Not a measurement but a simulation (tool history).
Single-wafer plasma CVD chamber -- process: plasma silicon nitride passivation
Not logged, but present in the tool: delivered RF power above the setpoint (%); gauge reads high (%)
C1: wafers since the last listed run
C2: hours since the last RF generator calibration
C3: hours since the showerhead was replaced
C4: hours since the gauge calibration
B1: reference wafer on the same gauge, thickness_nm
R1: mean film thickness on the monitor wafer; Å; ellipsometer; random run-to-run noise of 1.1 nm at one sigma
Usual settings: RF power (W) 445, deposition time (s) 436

run 1 hour=0.0 | RF_power_(W)=445 deposition_time_(s)=436 | C1=0 C2=1617.2 C3=3316.3 C4=308.2 | B1=524.061 | R1=6297.27
run 2 hour=70.9 | RF_power_(W)=405 deposition_time_(s)=411 | C1=221 C2=1688.1 C3=3387.2 C4=379.1 | B1=523.427 | R1=5804.52
run 3 hour=118.9 | RF_power_(W)=405 deposition_time_(s)=411 | C1=150 C2=1736.1 C3=3435.2 C4=427.1 | B1=523.954 | R1=5808.21
run 4 hour=178.2 | RF_power_(W)=445 deposition_time_(s)=436 | C1=185 C2=1795.4 C3=3494.5 C4=486.4 | B1=523.816 | R1=6285.27
run 5 hour=213.4 | RF_power_(W)=445 deposition_time_(s)=436 | C1=110 C2=1830.6 C3=3529.7 C4=521.6 | B1=523.744 | R1=6303.77
run 6 hour=258.7 | RF_power_(W)=445 deposition_time_(s)=436 | C1=141 C2=1875.9 C3=3575.0 C4=566.9 | B1=524.298 | R1=6281.83
run 7 hour=321.9 | RF_power_(W)=445 deposition_time_(s)=436 | C1=197 C2=1939.1 C3=3638.2 C4=630.1 | B1=523.868 | R1=6280.23
run 8 hour=357.4 | RF_power_(W)=445 deposition_time_(s)=436 | C1=111 C2=1974.6 C3=3673.7 C4=665.6 | B1=523.942 | R1=6276.86
run 9 hour=403.2 | RF_power_(W)=445 deposition_time_(s)=436 | C1=143 C2=2020.4 C3=3719.5 C4=711.4 | B1=524.153 | R1=6266.20
run 10 hour=446.3 | RF_power_(W)=445 deposition_time_(s)=436 | C1=134 C2=2063.5 C3=3762.6 C4=754.5 | B1=524.310 | R1=6268.17
run 11 hour=517.0 | RF_power_(W)=355 deposition_time_(s)=503 | C1=221 C2=2134.2 C3=3833.3 C4=825.2 | B1=524.185 | R1=6855.62
run 12 hour=549.6 | RF_power_(W)=445 deposition_time_(s)=436 | C1=102 C2=2166.8 C3=3865.9 C4=857.8 | B1=523.597 | R1=6252.43
-- hour=584.4 RF generator calibrated
-- hour=588.5 showerhead replaced
-- hour=617.8 gauge calibrated
run 13 hour=639.7 | RF_power_(W)=395 deposition_time_(s)=467 | C1=244 C2=55.3 C3=51.2 C4=21.9 | B1=523.918 | R1=6654.15
run 14 hour=665.8 | RF_power_(W)=420 deposition_time_(s)=522 | C1=81 C2=81.4 C3=77.3 C4=48.0 | B1=523.812 | R1=7528.57
run 15 hour=717.4 | RF_power_(W)=365 deposition_time_(s)=502 | C1=161 C2=133.0 C3=128.9 C4=99.6 | B1=523.965 | R1=7018.30
run 16 hour=753.7 | RF_power_(W)=445 deposition_time_(s)=436 | C1=113 C2=169.3 C3=165.2 C4=135.9 | B1=524.091 | R1=6381.75
run 17 hour=811.7 | RF_power_(W)=495 deposition_time_(s)=383 | C1=181 C2=227.3 C3=223.2 C4=193.9 | B1=523.748 | R1=5754.80
run 18 hour=917.6 | RF_power_(W)=405 deposition_time_(s)=484 | C1=331 C2=333.2 C3=329.1 C4=299.8 | B1=524.016 | R1=6935.85
run 19 hour=1013.5 | RF_power_(W)=445 deposition_time_(s)=436 | C1=300 C2=429.1 C3=425.0 C4=395.7 | B1=523.734 | R1=6382.71

State the hidden condition of the tool at each of the runs:
gauge reads high (%): 0, the same for each run
H1: delivered RF power above the setpoint (%)
run=1 H1=-5.34
run=2 H1=-5.67
run=3 H1=-5.9
run=4 H1=-6.19
run=5 H1=-6.37
run=6 H1=-6.61
run=7 H1=-6.94
run=8 H1=-7.14
run=9 H1=-7.39
run=10 H1=-7.64
run=11 H1=-8.05
run=12 H1=-8.25
run=13 H1=-0.121
run=14 H1=-0.126
run=15 H1=-0.142
run=16 H1=-0.157
run=17 H1=-0.189
run=18 H1=-0.272
run=19 H1=-0.374
